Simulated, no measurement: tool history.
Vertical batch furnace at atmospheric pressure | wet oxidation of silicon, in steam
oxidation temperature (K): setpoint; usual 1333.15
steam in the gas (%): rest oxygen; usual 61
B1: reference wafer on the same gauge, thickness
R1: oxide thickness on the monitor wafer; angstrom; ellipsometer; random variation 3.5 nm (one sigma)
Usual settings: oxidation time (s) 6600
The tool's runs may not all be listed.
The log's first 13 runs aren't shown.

Run 14, hour 1038.7: usual settings but steam in the gas (%) 53; B1 530.11. Result: R1 5661.9 angstrom.
Run 15, hour 1131.3: usual settings; B1 528.80. Result: R1 6161.8 angstrom.
Run 16, hour 1205.3: usual settings but oxidation time (s) 9030; B1 530.40. Result: R1 7363.7 angstrom.
At hour 1286.1: steam generator serviced.
Run 17, hour 1286.6: usual settings but oxidation time (s) 9030; B1 529.36. Result: R1 7295.4 angstrom.
Run 18, hour 1326.2: usual settings but oxidation time (s) 5820; B1 530.94. Result: R1 5604.7 angstrom.
Run 19, hour 1388.5: usual settings but oxidation temperature (K) 1318.15, oxidation time (s) 4080, steam in the gas (%) 64; B1 529.77. Result: R1 4331.6 angstrom.
At hour 1418.9: thermocouples replaced and temperature profile calibrated.
Run 20, hour 1490.2: usual settings but oxidation temperature (K) 1316.15, oxidation time (s) 7470, steam in the gas (%) 54; B1 530.14. Result: R1 5549.3 angstrom.
Run 21, hour 1555.7: usual settings but oxidation temperature (K) 1310.15, oxidation time (s) 5280; B1 530.26. Result: R1 4716.0 angstrom.
Run 22, hour 1654.7: usual settings but oxidation temperature (K) 1316.15, oxidation time (s) 7470, steam in the gas (%) 54; B1 530.49. Result: R1 5564.8 angstrom.
At hour 1706.1: steam generator serviced, repeated, since the last time left the tool worse.
Run 23, hour 1757.4: usual settings but steam in the gas (%) 64; B1 530.00. Result: R1 6538.2 angstrom.
Run 24, hour 1844.0: usual settings but oxidation temperature (K) 1344.15, oxidation time (s) 8250, steam in the gas (%) 52; B1 529.92. Result: R1 6960.6 angstrom.
Run 25, hour 2125.6: usual settings; B1 529.89. Result: R1 6335.7 angstrom.
At hour 2140.9: gauge calibrated.
Run 26, hour 2174.7: usual settings but oxidation time (s) 3690; B1 529.87. Result: R1 4469.3 angstrom.
Run 27, hour 2222.9: usual settings but oxidation temperature (K) 1310.15, steam in the gas (%) 72; B1 531.02. Result: R1 6285.6 angstrom.
Run 28, hour 2304.6: usual settings but oxidation temperature (K) 1313.15, oxidation time (s) 5730, steam in the gas (%) 71; B1 530.45. Result: R1 5845.0 angstrom.
Run 29, hour 2393.2: usual settings but oxidation temperature (K) 1310.15, oxidation time (s) 8910; B1 530.63. Result: R1 6776.8 angstrom.
Run 30, hour 2458.7: usual settings but oxidation temperature (K) 1321.15, oxidation time (s) 4680, steam in the gas (%) 55; B1 530.08. Result: R1 4568.8 angstrom.
Run 31, hour 2545.8: usual settings but oxidation time (s) 3690; B1 529.25. Result: R1 4478.4 angstrom.
Run 32, hour 2631.1: usual settings but oxidation temperature (K) 1346.15, oxidation time (s) 7710; B1 530.54. Result: R1 7356.2 angstrom.
Run 33, hour 2737.2: usual settings; B1 529.93. Result: R1 6335.9 angstrom.
Run 34, hour 2819.3: usual settings but oxidation temperature (K) 1314.15, oxidation time (s) 8160, steam in the gas (%) 73; B1 529.67. Result: R1 7289.9 angstrom.
Run 35, hour 2892.9: usual settings but oxidation temperature (K) 1324.15; B1 529.91. Result: R1 6068.4 angstrom.
Run 36, hour 2962.3: usual settings; B1 529.55. Result: R1 6403.5 angstrom.
Run 37, hour 3010.6: usual settings but oxidation temperature (K) 1348.15; B1 531.09. Result: R1 6751.6 angstrom.

4 ways to go on from here, each from the tool as it stands after run 37. What would each give?
Run A, hour 3016.3: usual settings but oxidation temperature (K) 1345.15; B1 ?. Result: R1 ?.
Run B, hour 3016.3: usual settings but oxidation temperature (K) 1357.15, steam in the gas (%) 72; B1 ?. Result: R1 ?.
Run C, hour 3016.3: usual settings but oxidation temperature (K) 1323.15, steam in the gas (%) 55; B1 ?. Result: R1 ?.
Run D, hour 3016.3: usual settings but oxidation time (s) 3990, steam in the gas (%) 54; B1 ?. Result: R1 ?.

run      B1      R1
  A  529.05  6666.1
  B  529.05  7697.9
  C  529.05  5644.8
  D  529.05  4329.9
Without the tool's hidden state the same runs would have given:
run      R1
  A  6716.6
  B  7754.6
  C  5689.7
  D  4365.1
